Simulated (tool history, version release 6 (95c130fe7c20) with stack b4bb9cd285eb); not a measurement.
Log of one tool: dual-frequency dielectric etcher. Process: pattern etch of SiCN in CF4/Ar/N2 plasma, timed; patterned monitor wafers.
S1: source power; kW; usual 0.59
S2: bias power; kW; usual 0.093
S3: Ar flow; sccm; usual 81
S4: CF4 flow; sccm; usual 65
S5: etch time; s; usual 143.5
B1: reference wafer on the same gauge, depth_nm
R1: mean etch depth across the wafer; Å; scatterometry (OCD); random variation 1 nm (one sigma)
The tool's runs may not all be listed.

| run | hour | S1 | S2 | S3 | S4 | S5 | B1 | R1 |
|---|---|---|---|---|---|---|---|---|
| 1 | 0 | 0.59 | 0.075 | 92 | 65 | 143.5 | 172.2 | 1716 |
| 2 | 11.3 | 0.47 | 0.093 | 81 | 65 | 162.5 | 172.1 | 1668 |
| 3 | 25.4 | 0.66 | 0.093 | 81 | 79 | 126 | 171.9 | 1914 |
| 4 | 53.2 | 0.73 | 0.093 | 81 | 65 | 143.5 | 171.9 | 2344 |
|  | 117.2 | wet clean of the chamber |
| 5 | 121.1 | 0.59 | 0.093 | 81 | 65 | 143.5 | 172.1 | 1877 |
| 6 | 137.3 | 0.65 | 0.093 | 63 | 65 | 111 | 172.1 | 1664 |
| 7 | 157.1 | 0.47 | 0.093 | 81 | 65 | 143.5 | 171.9 | 1468 |
| 8 | 180.9 | 0.59 | 0.093 | 64 | 65 | 143.5 | 172 | 1941 |
| 9 | 213.2 | 0.59 | 0.093 | 95 | 50 | 143.5 | 171.9 | 1735 |
| 10 | 247.4 | 0.59 | 0.093 | 81 | 65 | 143.5 | 172 | 1851 |
| 11 | 278.5 | 0.53 | 0.093 | 81 | 65 | 143.5 | 171.8 | 1649 |
|  | 283.6 | bias power generator calibrated |
| 12 | 311.7 | 0.46 | 0.093 | 81 | 65 | 143.5 | 171.9 | 1427 |
| 13 | 392.8 | 0.59 | 0.093 | 81 | 65 | 143.5 | 171.9 | 1866 |
| 14 | 469 | 0.66 | 0.079 | 81 | 58 | 102 | 172 | 1372 |
| 15 | 487 | 0.59 | 0.075 | 88 | 65 | 143.5 | 172 | 1694 |
| 16 | 519.9 | 0.7 | 0.093 | 81 | 65 | 143.5 | 172 | 2211 |
|  | 551.4 | wet clean of the chamber |
| 17 | 554.6 | 0.59 | 0.079 | 81 | 65 | 143.5 | 172 | 1724 |
| 18 | 577 | 0.59 | 0.113 | 81 | 65 | 143.5 | 171.8 | 1981 |
| 19 | 609.3 | 0.59 | 0.093 | 81 | 65 | 143.5 | 172 | 1849 |
| 20 | 627.6 | 0.46 | 0.093 | 92 | 65 | 179.5 | 172.1 | 1713 |

Forecast each of these 5 alternatives for the next run:
| A | 628.1 | 0.59 | 0.107 | 81 | 65 | 143.5 | ? | ? |
| B | 628.1 | 0.59 | 0.073 | 98 | 65 | 158 | ? | ? |
| C | 628.1 | 0.59 | 0.111 | 101 | 69 | 143.5 | ? | ? |
| D | 628.1 | 0.67 | 0.093 | 99 | 50 | 143.5 | ? | ? |
| E | 628.1 | 0.52 | 0.093 | 81 | 70 | 101 | ? | ? |

| run | B1 | R1 |
|---|---|---|
| A | 171.9 | 1953 |
| B | 171.9 | 1823 |
| C | 171.9 | 1936 |
| D | 171.9 | 1950 |
| E | 171.9 | 1156 |
Without the tool's hidden state the same runs would have given:
| run | R1 |
|---|---|
| A | 1994 |
| B | 1861 |
| C | 1977 |
| D | 1990 |
| E | 1181 |

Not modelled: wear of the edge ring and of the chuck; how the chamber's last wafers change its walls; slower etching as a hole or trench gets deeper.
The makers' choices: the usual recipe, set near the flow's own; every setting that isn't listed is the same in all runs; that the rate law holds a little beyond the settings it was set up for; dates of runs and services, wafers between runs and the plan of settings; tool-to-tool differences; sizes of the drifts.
